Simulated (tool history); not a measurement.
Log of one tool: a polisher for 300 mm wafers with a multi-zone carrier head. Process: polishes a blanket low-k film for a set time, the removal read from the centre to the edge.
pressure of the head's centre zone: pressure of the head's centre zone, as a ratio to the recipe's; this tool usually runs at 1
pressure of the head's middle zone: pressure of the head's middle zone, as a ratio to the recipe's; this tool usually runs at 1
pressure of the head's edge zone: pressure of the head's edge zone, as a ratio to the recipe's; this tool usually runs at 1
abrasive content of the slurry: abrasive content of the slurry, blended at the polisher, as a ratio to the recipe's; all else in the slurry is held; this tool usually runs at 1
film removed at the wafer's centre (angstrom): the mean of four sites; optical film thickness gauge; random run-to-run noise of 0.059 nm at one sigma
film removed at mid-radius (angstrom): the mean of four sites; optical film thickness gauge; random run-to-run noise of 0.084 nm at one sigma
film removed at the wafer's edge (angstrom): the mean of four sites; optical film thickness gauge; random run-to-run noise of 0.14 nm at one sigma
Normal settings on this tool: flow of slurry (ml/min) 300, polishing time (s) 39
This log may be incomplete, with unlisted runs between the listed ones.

run	hour	flow of slurry (ml/min)	pressure of the head's centre zone	pressure of the head's middle zone	pressure of the head's edge zone	abrasive content of the slurry	polishing time (s)	wafers since the last listed run	wafers polished on this pad	hours since the slurry nozzle was cleaned	hours since the centre zone pressure was calibrated	hours since the edge zone pressure was calibrated	hours since the carrier head's membrane was replaced	incoming thickness of the incoming film, nm	film removed at the wafer's centre (angstrom)	film removed at mid-radius (angstrom)	film removed at the wafer's edge (angstrom)
1	0	300	1	1	1	1	39	0	2027	171.8	692.2	561.3	1012.1	585.8	95	95	98
2	44.9	300	1	1	1	1	39	447	2475	216.7	737.1	606.2	1057	580.8	95	94	95
# hour 57.4: worn pad replaced by a new one
# hour 73.6: slurry nozzle cleaned
3	79.4	300	1	1	1	1	39	293	209	5.8	771.6	640.7	1091.5	591.7	98	94	97
4	125.8	300	1	1	1	1	39	462	671	52.2	818	687.1	1137.9	568.4	97	95	97
5	175.2	300	1	1	1	1	39	492	1163	101.6	867.4	736.5	1187.3	581.1	97	94	97
# hour 190: edge zone pressure recalibrated
6	227.5	300	0.92	1	1	1	39	501	1664	153.9	919.7	37.5	1239.6	582.7	89	95	96
7	255	300	0.92	1	1	1	39	273	1938	181.4	947.2	65	1267.1	577.5	88	94	95
8	306.6	300	1	1	1	1	39	514	2452	233	998.8	116.6	1318.7	585.3	95	94	98
# hour 341.6: worn pad replaced by a new one
# hour 354.7: carrier head's membrane replaced by a new one
9	369.2	300	1	1	1	1	39	534	224	295.6	1061.4	179.2	14.5	571.6	93	90	95
# hour 392: slurry nozzle cleaned
10	430.4	300	0.94	0.97	1	1	43	599	824	38.4	1122.6	240.4	75.7	574.8	101	102	107
11	487.4	400	1	1.12	1	0.8	27	567	1392	95.4	1179.6	297.4	132.7	579	62	67	63
12	546.5	300	1	1	1	1	39	588	1981	154.5	1238.7	356.5	191.8	585.9	96	95	98
# hour 601.3: centre zone pressure recalibrated
13	618.2	220	0.94	1.1	1	1	27	694	2675	226.2	16.9	428.2	263.5	570.4	59	68	65
# hour 633.8: worn pad replaced by a new one
14	666.1	300	1	1	1	1	39	437	321	274.1	64.8	476.1	311.4	571.2	91	90	96
# hour 668.5: slurry nozzle cleaned
15	735.6	300	1	1.07	0.89	1	45	682	1004	67.1	134.3	545.6	380.9	578.3	111	116	108
16	782.4	300	1	1.03	1.07	1	39	466	1470	113.9	181.1	592.4	427.7	590.5	97	96	102
17	821	300	1.09	1	1	1	46	384	1855	152.5	219.7	631	466.3	575.5	122	112	118
# hour 837.4: edge zone pressure recalibrated
18	876.2	300	1	1	1	1	44	530	2385	207.7	274.9	38.8	521.5	575.1	107	106	110
# hour 883.6: worn pad replaced by a new one
19	919.5	300	1	1	1	0.85	53	391	358	251	318.2	82.1	564.8	573.6	118	114	122
20	951.3	300	1	1	1	1	48	316	674	282.8	350	113.9	596.6	570.8	113	111	117
# hour 952.6: slurry nozzle cleaned
21	977.5	300	0.91	1	1	1	51	251	926	24.9	376.2	140.1	622.8	578.5	118	126	129

Consider 4 possible next runs. They are alternatives, not a sequence: every one starts from the tool as it was left by run 21. What does each give?
A	977.9	300	1	1	1	1	39	3	930	25.3	376.6	140.5	623.2	585.3	?	?	?
B	977.9	300	1	1	1.11	0.8	39	3	930	25.3	376.6	140.5	623.2	585.3	?	?	?
C	977.9	300	1	1.07	1	1	39	3	930	25.3	376.6	140.5	623.2	585.3	?	?	?
D	977.9	370	1	1.09	1	1.1	35	3	930	25.3	376.6	140.5	623.2	585.3	?	?	?

run	film removed at the wafer's centre (angstrom)	film removed at mid-radius (angstrom)	film removed at the wafer's edge (angstrom)
A	98	96	98
B	88	86	93
C	98	101	98
D	93	98	93
With no hidden state in the tool, these same runs would have given:
run	film removed at the wafer's centre (angstrom)	film removed at mid-radius (angstrom)	film removed at the wafer's edge (angstrom)
A	98	96	98
B	88	86	93
C	98	101	98
D	93	98	93
